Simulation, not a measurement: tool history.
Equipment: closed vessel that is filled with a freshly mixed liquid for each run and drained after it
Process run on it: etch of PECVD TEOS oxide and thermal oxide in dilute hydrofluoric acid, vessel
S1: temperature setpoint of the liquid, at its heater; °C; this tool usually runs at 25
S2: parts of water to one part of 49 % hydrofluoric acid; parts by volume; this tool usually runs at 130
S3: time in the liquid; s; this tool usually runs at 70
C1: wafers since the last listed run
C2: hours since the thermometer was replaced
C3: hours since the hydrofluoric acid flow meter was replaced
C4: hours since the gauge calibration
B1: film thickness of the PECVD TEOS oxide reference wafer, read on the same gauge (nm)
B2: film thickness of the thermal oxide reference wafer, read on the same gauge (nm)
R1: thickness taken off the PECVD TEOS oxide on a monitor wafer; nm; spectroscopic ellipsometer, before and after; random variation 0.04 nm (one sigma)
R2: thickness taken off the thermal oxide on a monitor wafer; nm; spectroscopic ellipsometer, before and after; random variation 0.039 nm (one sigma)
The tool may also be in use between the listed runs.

run	day	S1	S2	S3	C1	C2	C3	C4	B1	B2	R1	R2
1	0	25	105	55	0	1967	1137.9	2003.9	60	59.994	5.79	2.418
2	3.662	25	105	55	10683	2054.9	1225.8	2091.8	60	59.956	5.78	2.399
3	7.196	25	130	70	10307	2139.7	1310.6	2176.6	60.01	59.993	5.73	2.359
4	8.975	25	130	70	5190	2182.4	1353.3	2219.3	60	59.979	5.74	2.4
5	12.067	25	130	70	9018	2256.6	1427.5	2293.5	60.01	59.991	5.73	2.443
# day 17.362: thermometer replaced
6	20.521	25	130	70	24540	75.8	1630.4	2496.4	60.01	59.987	6.21	2.514
7	22.988	25	130	70	7195	135	1689.6	2555.6	59.97	60.019	6.19	2.568
8	26.733	25	130	70	10926	224.9	1779.5	2645.5	59.99	60.015	6.22	2.649
9	29.596	28	100	105	8350	293.6	1848.2	2714.2	60	59.993	14.17	5.755
# day 30.262: hydrofluoric acid flow meter replaced
# day 40.212: gauge calibrated
10	42.121	25	105	55	36415	594.2	284.6	45.8	60.01	59.956	6.19	2.568
11	46	26.5	130	70	11315	687.3	377.7	138.9	60.03	59.987	6.56	2.673
12	52.942	27.5	170	95	20249	853.9	544.3	305.5	60	59.995	6.57	2.747
13	56.25	25	70	100	9650	933.3	623.7	384.9	60.02	59.995	17.37	7.438
14	58.025	26.5	170	40	5177	975.9	666.3	427.5	60.01	59.998	2.66	1.149
15	59.704	27	155	70	4898	1016.2	706.6	467.8	59.99	60.031	5.31	2.178
16	61.817	25	130	70	6162	1066.9	757.3	518.5	60	60.004	6.01	2.534
17	64.246	25	130	70	7086	1125.2	815.6	576.8	59.99	60.015	6.09	2.47
18	66.792	28.5	155	55	7426	1186.3	876.7	637.9	60.01	60.017	4.38	1.837
19	70.867	25	130	70	11887	1284.1	974.5	735.7	60.02	60.001	6	2.445
20	75.338	23.5	100	45	13041	1391.4	1081.8	843	60	59.978	4.89	2.037
21	78.267	25	130	55	8544	1461.7	1152.1	913.3	60	60.001	4.68	1.947
22	88.954	25	130	70	31176	1718.2	1408.6	1169.8	60	59.996	5.83	2.452
23	92.458	25	105	55	10222	1802.3	1492.7	1253.9	59.99	59.997	5.86	2.37
24	94.683	29.5	90	35	6490	1855.7	1546.1	1307.3	59.98	59.965	5.26	2.244
25	96.379	29.5	90	35	4946	1896.4	1586.8	1348	59.99	60	5.35	2.213

What was the tool's hidden state at every run in the log?
hydrofluoric acid flow above the setpoint (%): 0 across all the runs
gauge reads high (%): 0 across all the runs
H1: liquid colder than its thermometer reads (K)
run	H1
1	2.06
2	2.14
3	2.22
4	2.26
5	2.33
6	0.146
7	0.202
8	0.286
9	0.35
10	0.631
11	0.718
12	0.874
13	0.948
14	0.988
15	1.03
16	1.07
17	1.13
18	1.19
19	1.28
20	1.38
21	1.44
22	1.68
23	1.76
24	1.81
25	1.85
